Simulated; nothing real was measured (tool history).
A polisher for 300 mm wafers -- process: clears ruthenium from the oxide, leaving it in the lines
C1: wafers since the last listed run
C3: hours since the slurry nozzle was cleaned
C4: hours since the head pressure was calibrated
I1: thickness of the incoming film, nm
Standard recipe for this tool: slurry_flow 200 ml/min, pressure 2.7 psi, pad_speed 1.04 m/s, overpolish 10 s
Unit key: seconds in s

run 1 hour=0.0 | slurry_flow=200 pressure=2.7 pad_speed=1.04 overpolish=14 | C1=0 wafers_polished_on_this_pad=1008 C3=148.4 C4=1057.6 | I1=109.3 | seconds=71.9
run 2 hour=22.1 | slurry_flow=200 pressure=2.7 pad_speed=1.04 overpolish=14 | C1=296 wafers_polished_on_this_pad=1304 C3=170.5 C4=1079.7 | I1=111.5 | seconds=72.4
-- hour=46.6 worn pad replaced by a new one
run 3 hour=54.7 | slurry_flow=200 pressure=2.7 pad_speed=1.04 overpolish=10 | C1=383 wafers_polished_on_this_pad=108 C3=203.1 C4=1112.3 | I1=109.7 | seconds=73.7
run 4 hour=75.5 | slurry_flow=200 pressure=2.7 pad_speed=1.04 overpolish=10 | C1=278 wafers_polished_on_this_pad=387 C3=223.9 C4=1133.1 | I1=111.1 | seconds=74.6
-- hour=100.8 slurry nozzle cleaned
run 5 hour=101.3 | slurry_flow=200 pressure=2.7 pad_speed=1.04 overpolish=10 | C1=332 wafers_polished_on_this_pad=719 C3=0.5 C4=1158.9 | I1=110.2 | seconds=72.7
run 6 hour=127.5 | slurry_flow=200 pressure=2.7 pad_speed=0.82 overpolish=10 | C1=351 wafers_polished_on_this_pad=1071 C3=26.7 C4=1185.1 | I1=109.8 | seconds=83.7
run 7 hour=151.4 | slurry_flow=215 pressure=2.7 pad_speed=1.04 overpolish=10 | C1=320 wafers_polished_on_this_pad=1391 C3=50.6 C4=1209.0 | I1=110.1 | seconds=70.4
-- hour=164.7 worn pad replaced by a new one
run 8 hour=185.3 | slurry_flow=215 pressure=2.7 pad_speed=1.04 overpolish=10 | C1=400 wafers_polished_on_this_pad=275 C3=84.5 C4=1242.9 | I1=109.9 | seconds=71.6
run 9 hour=213.1 | slurry_flow=215 pressure=2.7 pad_speed=1.04 overpolish=10 | C1=372 wafers_polished_on_this_pad=648 C3=112.3 C4=1270.7 | I1=111.1 | seconds=74.0
-- hour=241.9 head pressure recalibrated
run 10 hour=245.0 | slurry_flow=200 pressure=2.7 pad_speed=1.04 overpolish=10 | C1=400 wafers_polished_on_this_pad=1049 C3=144.2 C4=3.1 | I1=110.1 | seconds=73.4
-- hour=277.3 worn pad replaced by a new one
run 11 hour=278.6 | slurry_flow=200 pressure=2.7 pad_speed=1.04 overpolish=10 | C1=396 wafers_polished_on_this_pad=17 C3=177.8 C4=36.7 | I1=109.7 | seconds=73.6
run 12 hour=305.8 | slurry_flow=215 pressure=2.7 pad_speed=1.04 overpolish=10 | C1=364 wafers_polished_on_this_pad=381 C3=205.0 C4=63.9 | I1=108.8 | seconds=72.9
run 13 hour=320.5 | slurry_flow=130 pressure=2.7 pad_speed=0.88 overpolish=15 | C1=197 wafers_polished_on_this_pad=578 C3=219.7 C4=78.6 | I1=109.7 | seconds=96.2
-- hour=351.9 slurry nozzle cleaned
run 14 hour=373.6 | slurry_flow=235 pressure=3.0 pad_speed=1.16 overpolish=7 | C1=698 wafers_polished_on_this_pad=1277 C3=21.7 C4=131.7 | I1=110.0 | seconds=57.0
-- hour=387.9 worn pad replaced by a new one
run 15 hour=401.0 | slurry_flow=200 pressure=2.7 pad_speed=1.04 overpolish=10 | C1=313 wafers_polished_on_this_pad=174 C3=49.1 C4=159.1 | I1=111.3 | seconds=70.9
run 16 hour=415.1 | slurry_flow=200 pressure=2.7 pad_speed=1.04 overpolish=10 | C1=189 wafers_polished_on_this_pad=363 C3=63.2 C4=173.2 | I1=109.6 | seconds=70.1
run 17 hour=429.3 | slurry_flow=200 pressure=2.7 pad_speed=1.04 overpolish=10 | C1=190 wafers_polished_on_this_pad=554 C3=77.4 C4=187.4 | I1=109.8 | seconds=69.6
run 18 hour=449.0 | slurry_flow=175 pressure=3.0 pad_speed=1.04 overpolish=13 | C1=264 wafers_polished_on_this_pad=818 C3=97.1 C4=207.1 | I1=110.7 | seconds=64.0
run 19 hour=477.8 | slurry_flow=165 pressure=2.7 pad_speed=1.04 overpolish=5 | C1=386 wafers_polished_on_this_pad=1204 C3=125.9 C4=235.9 | I1=108.9 | seconds=73.2
-- hour=497.3 worn pad replaced by a new one
run 20 hour=568.5 | slurry_flow=200 pressure=2.7 pad_speed=1.04 overpolish=10 | C1=1162 wafers_polished_on_this_pad=954 C3=216.6 C4=326.6 | I1=109.9 | seconds=72.9
-- hour=595.2 slurry nozzle cleaned
run 21 hour=595.7 | slurry_flow=150 pressure=3.4 pad_speed=0.82 overpolish=12 | C1=351 wafers_polished_on_this_pad=1305 C3=0.5 C4=353.8 | I1=110.5 | seconds=73.2
run 22 hour=624.1 | slurry_flow=175 pressure=2.0 pad_speed=1.04 overpolish=5 | C1=380 wafers_polished_on_this_pad=1686 C3=28.9 C4=382.2 | I1=111.7 | seconds=94.2
-- hour=635.3 worn pad replaced by a new one
run 23 hour=639.8 | slurry_flow=200 pressure=3.0 pad_speed=1.04 overpolish=7 | C1=156 wafers_polished_on_this_pad=60 C3=44.6 C4=397.9 | I1=108.0 | seconds=64.4

Below are 4 alternative next runs, each starting from the tool's condition after run 23. Predict each:
run A hour=640.2 | slurry_flow=200 pressure=2.7 pad_speed=1.04 overpolish=10 | C1=5 wafers_polished_on_this_pad=66 C3=45.0 C4=398.3 | I1=110.9 | seconds=?
run B hour=640.2 | slurry_flow=135 pressure=2.7 pad_speed=0.92 overpolish=10 | C1=5 wafers_polished_on_this_pad=66 C3=45.0 C4=398.3 | I1=110.9 | seconds=?
run C hour=640.2 | slurry_flow=145 pressure=2.7 pad_speed=1.36 overpolish=10 | C1=5 wafers_polished_on_this_pad=66 C3=45.0 C4=398.3 | I1=110.9 | seconds=?
run D hour=640.2 | slurry_flow=240 pressure=3.0 pad_speed=1.04 overpolish=10 | C1=5 wafers_polished_on_this_pad=66 C3=45.0 C4=398.3 | I1=110.9 | seconds=?

run=A seconds=70.3
run=B seconds=83.2
run=C seconds=60.1
run=D seconds=62.9
Without the tool's unlogged condition, the same runs would have read:
run=A seconds=70.0
run=B seconds=82.7
run=C seconds=59.8
run=D seconds=62.7
